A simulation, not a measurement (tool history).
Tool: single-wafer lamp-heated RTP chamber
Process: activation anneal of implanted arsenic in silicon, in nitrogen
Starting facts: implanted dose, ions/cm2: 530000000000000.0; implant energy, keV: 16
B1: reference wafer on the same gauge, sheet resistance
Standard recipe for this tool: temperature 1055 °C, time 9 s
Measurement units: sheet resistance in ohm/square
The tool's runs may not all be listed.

{"run": 1, "hour": 0.0, "temperature": 1055, "time": 9, "B1": 213.06, "sheet resistance": 198.41}
{"hour": 39.9, "done": "gauge calibrated"}
{"hour": 47.1, "done": "reflector plate cleaned"}
{"run": 2, "hour": 62.5, "temperature": 1055, "time": 9, "B1": 213.04, "sheet resistance": 198.74}
{"run": 3, "hour": 130.5, "temperature": 1055, "time": 9, "B1": 212.99, "sheet resistance": 196.97}
{"run": 4, "hour": 171.2, "temperature": 1055, "time": 9, "B1": 213.11, "sheet resistance": 197.6}
{"run": 5, "hour": 215.2, "temperature": 1055, "time": 9, "B1": 212.9, "sheet resistance": 196.66}
{"run": 6, "hour": 241.6, "temperature": 1055, "time": 9, "B1": 213.09, "sheet resistance": 196.45}
{"run": 7, "hour": 307.9, "temperature": 1055, "time": 9, "B1": 213.2, "sheet resistance": 197.21}
{"hour": 349.9, "done": "pyrometer window cleaned and pyrometer calibrated"}
{"run": 8, "hour": 350.4, "temperature": 1047, "time": 12, "B1": 213.14, "sheet resistance": 199.61}
{"run": 9, "hour": 385.4, "temperature": 1047, "time": 12, "B1": 213.01, "sheet resistance": 197.96}
{"hour": 444.8, "done": "reflector plate cleaned"}
{"run": 10, "hour": 445.3, "temperature": 1064, "time": 4, "B1": 212.7, "sheet resistance": 203.68}
{"run": 11, "hour": 487.9, "temperature": 1055, "time": 9, "B1": 212.94, "sheet resistance": 197.83}
{"hour": 506.9, "done": "gauge calibrated"}
{"run": 12, "hour": 558.9, "temperature": 1074, "time": 14, "B1": 213.02, "sheet resistance": 189.11}
{"run": 13, "hour": 601.5, "temperature": 1044, "time": 4, "B1": 212.61, "sheet resistance": 204.72}
{"run": 14, "hour": 656.7, "temperature": 1055, "time": 9, "B1": 213.25, "sheet resistance": 196.68}

Predict the results of run 15:
{"run": 15, "hour": 711.2, "temperature": 1055, "time": 9, "B1": "?", "sheet resistance": "?"}

B1: 213.24
sheet resistance: 197.04 ohm/square
Without the tool's hidden state the same run would have given sheet resistance 199.69 ohm/square.
